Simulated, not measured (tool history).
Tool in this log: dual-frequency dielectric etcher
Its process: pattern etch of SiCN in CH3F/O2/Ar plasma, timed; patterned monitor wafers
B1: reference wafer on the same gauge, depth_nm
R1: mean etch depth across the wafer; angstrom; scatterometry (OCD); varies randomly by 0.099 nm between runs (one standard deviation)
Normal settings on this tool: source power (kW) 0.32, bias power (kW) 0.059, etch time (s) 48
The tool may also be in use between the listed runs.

run 1 hour=0 | source_power_(kW)=0.32 bias_power_(kW)=0.059 etch_time_(s)=48 | B1=15.28 | R1=156.9
run 2 hour=46.6 | source_power_(kW)=0.32 bias_power_(kW)=0.059 etch_time_(s)=48 | B1=15.31 | R1=158.7
run 3 hour=99.2 | source_power_(kW)=0.32 bias_power_(kW)=0.059 etch_time_(s)=43 | B1=15.31 | R1=142.3
run 4 hour=142.4 | source_power_(kW)=0.32 bias_power_(kW)=0.059 etch_time_(s)=43 | B1=15.34 | R1=142.3
run 5 hour=205.8 | source_power_(kW)=0.32 bias_power_(kW)=0.068 etch_time_(s)=48 | B1=15.36 | R1=165.4
run 6 hour=268 | source_power_(kW)=0.32 bias_power_(kW)=0.068 etch_time_(s)=48 | B1=15.34 | R1=165.2
run 7 hour=309.4 | source_power_(kW)=0.32 bias_power_(kW)=0.071 etch_time_(s)=48 | B1=15.36 | R1=168.9
run 8 hour=375.4 | source_power_(kW)=0.32 bias_power_(kW)=0.071 etch_time_(s)=48 | B1=15.37 | R1=167.9
run 9 hour=423.3 | source_power_(kW)=0.32 bias_power_(kW)=0.059 etch_time_(s)=48 | B1=15.41 | R1=158.9
run 10 hour=457.2 | source_power_(kW)=0.32 bias_power_(kW)=0.059 etch_time_(s)=48 | B1=15.42 | R1=159.8
run 11 hour=518.5 | source_power_(kW)=0.32 bias_power_(kW)=0.059 etch_time_(s)=48 | B1=15.38 | R1=158.1
run 12 hour=554.6 | source_power_(kW)=0.27 bias_power_(kW)=0.059 etch_time_(s)=48 | B1=15.4 | R1=144.6
run 13 hour=706.1 | source_power_(kW)=0.27 bias_power_(kW)=0.059 etch_time_(s)=48 | B1=15.47 | R1=141.8
run 14 hour=769 | source_power_(kW)=0.36 bias_power_(kW)=0.059 etch_time_(s)=48 | B1=15.46 | R1=168.2
run 15 hour=812.6 | source_power_(kW)=0.32 bias_power_(kW)=0.059 etch_time_(s)=48 | B1=15.49 | R1=157.1
run 16 hour=862.7 | source_power_(kW)=0.27 bias_power_(kW)=0.049 etch_time_(s)=43 | B1=15.48 | R1=119.9
run 17 hour=908.7 | source_power_(kW)=0.32 bias_power_(kW)=0.059 etch_time_(s)=48 | B1=15.51 | R1=160.9
run 18 hour=961 | source_power_(kW)=0.29 bias_power_(kW)=0.064 etch_time_(s)=48 | B1=15.49 | R1=155.2
run 19 hour=1006.2 | source_power_(kW)=0.32 bias_power_(kW)=0.059 etch_time_(s)=48 | B1=15.51 | R1=158.7
run 20 hour=1045.7 | source_power_(kW)=0.38 bias_power_(kW)=0.059 etch_time_(s)=48 | B1=15.5 | R1=175.8
run 21 hour=1089.7 | source_power_(kW)=0.28 bias_power_(kW)=0.065 etch_time_(s)=38.5 | B1=15.04 | R1=118.9
run 22 hour=1115.5 | source_power_(kW)=0.32 bias_power_(kW)=0.059 etch_time_(s)=48 | B1=15.1 | R1=156
run 23 hour=1162.8 | source_power_(kW)=0.32 bias_power_(kW)=0.059 etch_time_(s)=43 | B1=15.09 | R1=140.4
run 24 hour=1189.1 | source_power_(kW)=0.32 bias_power_(kW)=0.059 etch_time_(s)=43 | B1=15.11 | R1=139.9
run 25 hour=1232.5 | source_power_(kW)=0.29 bias_power_(kW)=0.073 etch_time_(s)=39.5 | B1=15.08 | R1=129.9
run 26 hour=1278.2 | source_power_(kW)=0.4 bias_power_(kW)=0.066 etch_time_(s)=42.5 | B1=15.13 | R1=163.2
run 27 hour=1340.9 | source_power_(kW)=0.32 bias_power_(kW)=0.059 etch_time_(s)=48 | B1=15.13 | R1=154.7
run 28 hour=1379.5 | source_power_(kW)=0.32 bias_power_(kW)=0.059 etch_time_(s)=36.5 | B1=15.15 | R1=119.4
run 29 hour=1429 | source_power_(kW)=0.32 bias_power_(kW)=0.051 etch_time_(s)=48 | B1=15.16 | R1=148.4

Not shown: 7 entries that the log had between the listed runs. Between which runs, and how does the tool's hidden state differ before and after?
Between runs 1 and 2: wet clean of the chamber (hour 30.3)
  gauge reads high (%): 1.94 -> 2.01
  the result without the hidden state subtracted from the measured one, R1: +3 -> +3.2 angstrom
Between runs 10 and 11: source power generator calibrated (hour 491.3); wet clean of the chamber (hour 514.7)
  gauge reads high (%): 2.63 -> 2.72
  the result without the hidden state subtracted from the measured one, R1: +4.1 -> +4.2 angstrom
Between runs 12 and 13: upper electrode replaced (hour 649.4)
  gauge reads high (%): 2.77 -> 3
  the result without the hidden state subtracted from the measured one, R1: +3.9 -> +4.1 angstrom
Between runs 15 and 16: bias power generator calibrated (hour 856.9)
  gauge reads high (%): 3.16 -> 3.23
  the result without the hidden state subtracted from the measured one, R1: +4.8 -> +3.7 angstrom
Between runs 18 and 19: wet clean of the chamber (hour 998.8)
  gauge reads high (%): 3.38 -> 3.45
  the result without the hidden state subtracted from the measured one, R1: +5.1 -> +5.3 angstrom
Between runs 20 and 21: gauge calibrated (hour 1066.9)
  gauge reads high (%): 3.51 -> 0.483
  the result without the hidden state subtracted from the measured one, R1: +6 -> +0.6 angstrom
